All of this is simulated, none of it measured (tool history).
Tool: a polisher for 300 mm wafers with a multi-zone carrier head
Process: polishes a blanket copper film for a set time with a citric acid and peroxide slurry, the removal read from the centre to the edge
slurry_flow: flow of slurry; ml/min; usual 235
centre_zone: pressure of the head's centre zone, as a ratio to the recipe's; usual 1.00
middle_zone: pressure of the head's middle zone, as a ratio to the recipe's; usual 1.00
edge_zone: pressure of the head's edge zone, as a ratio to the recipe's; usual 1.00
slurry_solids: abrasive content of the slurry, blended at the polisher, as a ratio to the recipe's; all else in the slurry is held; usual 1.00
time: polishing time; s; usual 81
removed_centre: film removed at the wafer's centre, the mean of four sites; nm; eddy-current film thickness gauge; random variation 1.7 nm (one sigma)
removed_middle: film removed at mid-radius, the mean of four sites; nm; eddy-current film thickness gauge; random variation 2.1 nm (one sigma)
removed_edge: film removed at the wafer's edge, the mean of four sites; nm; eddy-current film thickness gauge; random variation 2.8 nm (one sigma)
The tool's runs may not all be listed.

run   hour  slurry_flow  centre_zone  middle_zone  edge_zone  slurry_solids  time  incoming thickness of the incoming film, nm  removed_centre  removed_middle  removed_edge
  1    0.0          235         1.00         1.00       1.00           1.00    81                                        868.2           189.6           191.5         199.5
  2    7.3          235         1.00         1.00       1.00           1.00    81                                        884.3           188.6           193.9         193.7
      19.1  -- worn pad replaced by a new one
  3   20.4          235         1.00         1.00       1.00           1.00    81                                        888.5           208.7           211.6         209.5
  4   39.1          235         1.00         1.00       1.00           1.00    81                                        891.5           203.6           209.8         208.5
  5   56.6          235         1.00         0.94       1.00           1.00    81                                        866.5           196.0           188.6         203.5
  6   63.3          235         1.00         1.00       1.00           0.85    81                                        884.3           192.4           196.0         198.5
      80.7  -- slurry nozzle cleaned
      83.3  -- edge zone pressure recalibrated
      87.3  -- worn pad replaced by a new one
  7   87.8          235         1.00         1.00       1.00           0.85    81                                        879.0           200.3           205.3         204.7
  8   95.3          235         1.00         0.91       1.00           1.00    81                                        880.6           203.8           192.7         209.4
  9  103.5          235         1.00         1.00       1.00           1.00    81                                        865.6           202.2           203.2         204.1
     105.9  -- centre zone pressure recalibrated
     116.4  -- carrier head's membrane replaced by a new one
 10  116.9          235         0.91         1.00       1.00           1.00    65                                        886.5           143.3           160.6         159.9
 11  130.6          235         1.00         1.10       0.96           1.00    81                                        892.4           194.8           213.8         193.0
 12  140.7          235         1.00         1.00       1.00           1.00    81                                        884.4           186.6           194.1         192.6
 13  157.0          235         1.00         1.00       1.00           1.00    81                                        879.4           185.2           187.9         189.5

Run 14 comes next. What will it give?
     164.3  -- worn pad replaced by a new one
 14  165.0          295         0.94         1.00       1.00           1.00    91                                        867.0               ?               ?             ?

{"run 14": {"removed_centre": 221.1, "removed_middle": 237.5, "removed_edge": 245.1}}
Without the tool's hidden state the same run would have given removed_centre 225.5 nm, removed_middle 242.2 nm, removed_edge 249.9 nm.
